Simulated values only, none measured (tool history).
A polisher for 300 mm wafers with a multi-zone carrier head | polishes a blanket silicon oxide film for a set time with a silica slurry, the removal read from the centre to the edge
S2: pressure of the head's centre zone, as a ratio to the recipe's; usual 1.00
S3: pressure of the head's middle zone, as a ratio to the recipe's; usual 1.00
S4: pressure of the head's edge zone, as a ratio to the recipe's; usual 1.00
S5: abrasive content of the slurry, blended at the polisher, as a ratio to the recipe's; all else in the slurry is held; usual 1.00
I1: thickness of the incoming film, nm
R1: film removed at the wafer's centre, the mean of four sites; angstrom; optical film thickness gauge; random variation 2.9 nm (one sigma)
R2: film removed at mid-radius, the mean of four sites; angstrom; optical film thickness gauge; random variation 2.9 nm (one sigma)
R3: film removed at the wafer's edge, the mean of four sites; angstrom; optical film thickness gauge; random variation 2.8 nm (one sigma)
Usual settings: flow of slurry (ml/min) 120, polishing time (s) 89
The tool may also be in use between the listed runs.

run 1 hour=0.0 | flow_of_slurry_(ml/min)=120 S2=1.00 S3=1.00 S4=1.00 S5=1.00 polishing_time_(s)=89 | I1=1606.5 | R1=2874 R2=2939 R3=2867
-- hour=37.4 worn pad replaced by a new one
run 2 hour=40.8 | flow_of_slurry_(ml/min)=120 S2=0.94 S3=1.00 S4=1.00 S5=1.00 polishing_time_(s)=89 | I1=1595.2 | R1=2693 R2=2939 R3=2912
run 3 hour=178.6 | flow_of_slurry_(ml/min)=120 S2=1.00 S3=1.09 S4=1.00 S5=1.30 polishing_time_(s)=70 | I1=1616.3 | R1=2447 R2=2723 R3=2490
run 4 hour=242.5 | flow_of_slurry_(ml/min)=80 S2=1.00 S3=1.00 S4=1.00 S5=1.00 polishing_time_(s)=89 | I1=1603.6 | R1=2432 R2=2618 R3=2698
run 5 hour=278.4 | flow_of_slurry_(ml/min)=120 S2=1.00 S3=0.90 S4=1.00 S5=1.00 polishing_time_(s)=89 | I1=1592.5 | R1=2805 R2=2703 R3=2885
run 6 hour=308.6 | flow_of_slurry_(ml/min)=120 S2=1.00 S3=1.00 S4=1.00 S5=1.00 polishing_time_(s)=74 | I1=1590.0 | R1=2379 R2=2427 R3=2399
run 7 hour=370.3 | flow_of_slurry_(ml/min)=90 S2=1.06 S3=1.00 S4=1.00 S5=1.00 polishing_time_(s)=89 | I1=1571.6 | R1=2721 R2=2706 R3=2711
-- hour=397.2 carrier head's membrane replaced by a new one
-- hour=398.1 edge zone pressure recalibrated
run 8 hour=425.0 | flow_of_slurry_(ml/min)=155 S2=1.11 S3=1.07 S4=1.00 S5=1.00 polishing_time_(s)=60 | I1=1607.5 | R1=2267 R2=2224 R3=2022
run 9 hour=450.7 | flow_of_slurry_(ml/min)=120 S2=1.00 S3=1.00 S4=1.00 S5=1.00 polishing_time_(s)=89 | I1=1614.5 | R1=2828 R2=2944 R3=2910
-- hour=480.2 worn pad replaced by a new one
run 10 hour=500.5 | flow_of_slurry_(ml/min)=120 S2=1.00 S3=1.00 S4=1.00 S5=1.00 polishing_time_(s)=89 | I1=1615.7 | R1=2821 R2=2902 R3=2921
run 11 hour=592.9 | flow_of_slurry_(ml/min)=85 S2=1.00 S3=1.04 S4=1.00 S5=0.90 polishing_time_(s)=89 | I1=1633.3 | R1=2407 R2=2610 R3=2525
run 12 hour=622.6 | flow_of_slurry_(ml/min)=120 S2=1.00 S3=1.00 S4=1.00 S5=1.00 polishing_time_(s)=89 | I1=1595.8 | R1=2807 R2=2962 R3=2955
-- hour=640.4 slurry nozzle cleaned
run 13 hour=805.5 | flow_of_slurry_(ml/min)=120 S2=1.00 S3=1.00 S4=1.00 S5=1.00 polishing_time_(s)=89 | I1=1605.3 | R1=2881 R2=2917 R3=2920
run 14 hour=855.8 | flow_of_slurry_(ml/min)=120 S2=1.00 S3=1.00 S4=1.06 S5=1.10 polishing_time_(s)=104 | I1=1589.6 | R1=3403 R2=3522 R3=3603
run 15 hour=891.3 | flow_of_slurry_(ml/min)=95 S2=1.00 S3=0.89 S4=1.10 S5=0.90 polishing_time_(s)=89 | I1=1590.4 | R1=2516 R2=2373 R3=2799
run 16 hour=919.9 | flow_of_slurry_(ml/min)=120 S2=1.00 S3=1.00 S4=1.00 S5=1.25 polishing_time_(s)=73 | I1=1599.4 | R1=2505 R2=2559 R3=2568
-- hour=924.1 worn pad replaced by a new one
run 17 hour=978.2 | flow_of_slurry_(ml/min)=120 S2=1.00 S3=1.00 S4=1.00 S5=1.00 polishing_time_(s)=66 | I1=1584.9 | R1=2068 R2=2195 R3=2174
run 18 hour=1018.3 | flow_of_slurry_(ml/min)=120 S2=1.00 S3=1.00 S4=1.00 S5=1.00 polishing_time_(s)=89 | I1=1596.6 | R1=2785 R2=2892 R3=2909
run 19 hour=1078.2 | flow_of_slurry_(ml/min)=120 S2=1.00 S3=1.00 S4=1.00 S5=0.80 polishing_time_(s)=89 | I1=1623.5 | R1=2556 R2=2687 R3=2652
-- hour=1117.4 centre zone pressure recalibrated
run 20 hour=1186.5 | flow_of_slurry_(ml/min)=130 S2=1.00 S3=1.00 S4=0.91 S5=1.00 polishing_time_(s)=89 | I1=1600.6 | R1=2989 R2=2972 R3=2813
run 21 hour=1227.9 | flow_of_slurry_(ml/min)=120 S2=1.00 S3=0.94 S4=1.07 S5=1.00 polishing_time_(s)=108 | I1=1583.7 | R1=3539 R2=3382 R3=3616

4 ways to go on from here, each from the tool as it stands after run 21. What would each give?
run A hour=1228.3 | flow_of_slurry_(ml/min)=120 S2=0.93 S3=1.00 S4=1.00 S5=1.00 polishing_time_(s)=89 | I1=1607.6 | R1=? R2=? R3=?
run B hour=1228.3 | flow_of_slurry_(ml/min)=155 S2=1.00 S3=1.00 S4=1.00 S5=0.75 polishing_time_(s)=72 | I1=1607.6 | R1=? R2=? R3=?
run C hour=1228.3 | flow_of_slurry_(ml/min)=95 S2=0.88 S3=1.00 S4=1.00 S5=1.00 polishing_time_(s)=89 | I1=1607.6 | R1=? R2=? R3=?
run D hour=1228.3 | flow_of_slurry_(ml/min)=120 S2=1.00 S3=1.00 S4=0.88 S5=1.00 polishing_time_(s)=72 | I1=1607.6 | R1=? R2=? R3=?

run=A R1=2697 R2=2953 R3=2868
run=B R1=2242 R2=2263 R3=2162
run=C R1=2355 R2=2756 R3=2735
run=D R1=2348 R2=2389 R3=2196
Without the tool's hidden state the same runs would have given:
run=A R1=2702 R2=2953 R3=2868
run=B R1=2246 R2=2263 R3=2162
run=C R1=2358 R2=2756 R3=2735
run=D R1=2351 R2=2389 R3=2196

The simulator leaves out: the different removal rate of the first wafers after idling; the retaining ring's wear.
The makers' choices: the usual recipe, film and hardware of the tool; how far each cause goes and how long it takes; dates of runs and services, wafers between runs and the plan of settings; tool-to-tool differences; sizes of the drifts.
